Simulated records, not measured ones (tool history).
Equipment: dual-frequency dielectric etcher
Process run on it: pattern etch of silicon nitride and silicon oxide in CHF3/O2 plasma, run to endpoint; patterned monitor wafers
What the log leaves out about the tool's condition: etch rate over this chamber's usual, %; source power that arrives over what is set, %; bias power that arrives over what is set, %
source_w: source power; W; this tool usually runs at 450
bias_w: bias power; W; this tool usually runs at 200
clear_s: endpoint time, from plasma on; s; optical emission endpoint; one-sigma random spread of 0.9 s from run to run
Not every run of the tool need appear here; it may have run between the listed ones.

run	hour	source_w	bias_w	wafers since the last listed run	hours since the last wet clean	hours since the last source power generator calibration	hours since the last bias power generator calibration	hours since the last upper electrode change	incoming incoming film thickness, nm	clear_s
1	0.0	390	167	0	44.8	1432.3	3721.2	4503.6	195.6	153.1
2	25.9	500	200	185	70.7	1458.2	3747.1	4529.5	197.8	129.3
3	56.3	500	200	218	101.1	1488.6	3777.5	4559.9	195.1	128.4
4	86.6	500	200	217	131.4	1518.9	3807.8	4590.2	198.0	131.4
5	103.3	450	216	119	148.1	1535.6	3824.5	4606.9	196.6	129.5
6	116.9	450	216	97	161.7	1549.2	3838.1	4620.5	198.0	131.7
7	140.8	450	216	171	185.6	1573.1	3862.0	4644.4	195.5	130.1
8	166.8	450	200	186	211.6	1599.1	3888.0	4670.4	195.4	133.0
9	183.0	450	200	116	227.8	1615.3	3904.2	4686.6	196.1	134.3
10	195.7	450	200	91	240.5	1628.0	3916.9	4699.3	195.5	134.3
11	216.4	450	183	148	261.2	1648.7	3937.6	4720.0	196.6	139.1
12	298.8	450	200	590	343.6	1731.1	4020.0	4802.4	195.7	133.9
13	327.2	450	200	203	372.0	1759.5	4048.4	4830.8	196.4	132.5
14	341.2	450	163	100	386.0	1773.5	4062.4	4844.8	196.0	146.5
15	360.1	530	211	135	404.9	1792.4	4081.3	4863.7	195.2	122.3
16	378.1	450	239	129	422.9	1810.4	4099.3	4881.7	195.9	123.6
17	412.9	450	239	249	457.7	1845.2	4134.1	4916.5	195.4	122.8
# hour 432.1: bias power generator calibrated
# hour 442.8: wet clean of the chamber
# hour 453.5: upper electrode replaced
18	454.0	480	200	113	11.2	1886.3	21.9	0.5	198.3	133.6
19	465.6	540	247	83	22.8	1897.9	33.5	12.1	193.8	114.0
20	480.5	450	200	106	37.7	1912.8	48.4	27.0	195.3	133.2
21	496.9	450	239	117	54.1	1929.2	64.8	43.4	195.5	122.4
22	529.3	450	152	232	86.5	1961.6	97.2	75.8	196.8	153.3
23	560.1	450	200	220	117.3	1992.4	128.0	106.6	195.5	134.5
24	584.3	530	159	173	141.5	2016.6	152.2	130.8	196.1	143.1
25	644.9	370	217	434	202.1	2077.2	212.8	191.4	193.3	133.9
26	679.9	490	158	250	237.1	2112.2	247.8	226.4	196.3	147.2
# hour 690.3: source power generator calibrated
27	712.3	510	179	203	269.5	22.0	280.2	258.8	197.8	137.1
28	730.7	490	162	131	287.9	40.4	298.6	277.2	196.6	143.8
29	757.0	450	200	188	314.2	66.7	324.9	303.5	196.2	135.6
30	786.0	540	200	207	343.2	95.7	353.9	332.5	196.1	127.2
31	812.9	450	171	192	370.1	122.6	380.8	359.4	193.7	142.0
32	872.7	350	200	428	429.9	182.4	440.6	419.2	193.2	142.5
33	903.7	550	228	222	460.9	213.4	471.6	450.2	198.1	120.1
# hour 936.3: wet clean of the chamber
34	936.8	550	200	65	0.5	246.5	504.7	483.3	194.7	124.8

What if the next run were any one of these 5? Each begins from the tool's condition after run 34:
A	937.3	420	200	3	1.0	247.0	505.2	483.8	196.8	?
B	937.3	450	231	3	1.0	247.0	505.2	483.8	196.8	?
C	937.3	390	180	3	1.0	247.0	505.2	483.8	196.8	?
D	937.3	540	248	3	1.0	247.0	505.2	483.8	196.8	?
E	937.3	550	177	3	1.0	247.0	505.2	483.8	196.8	?

run	clear_s
A	136.6
B	125.0
C	146.9
D	114.3
E	132.7
Stripped of hidden state, with their random variation kept, the same runs would have yielded:
run	clear_s
A	136.6
B	125.0
C	146.9
D	114.3
E	132.7
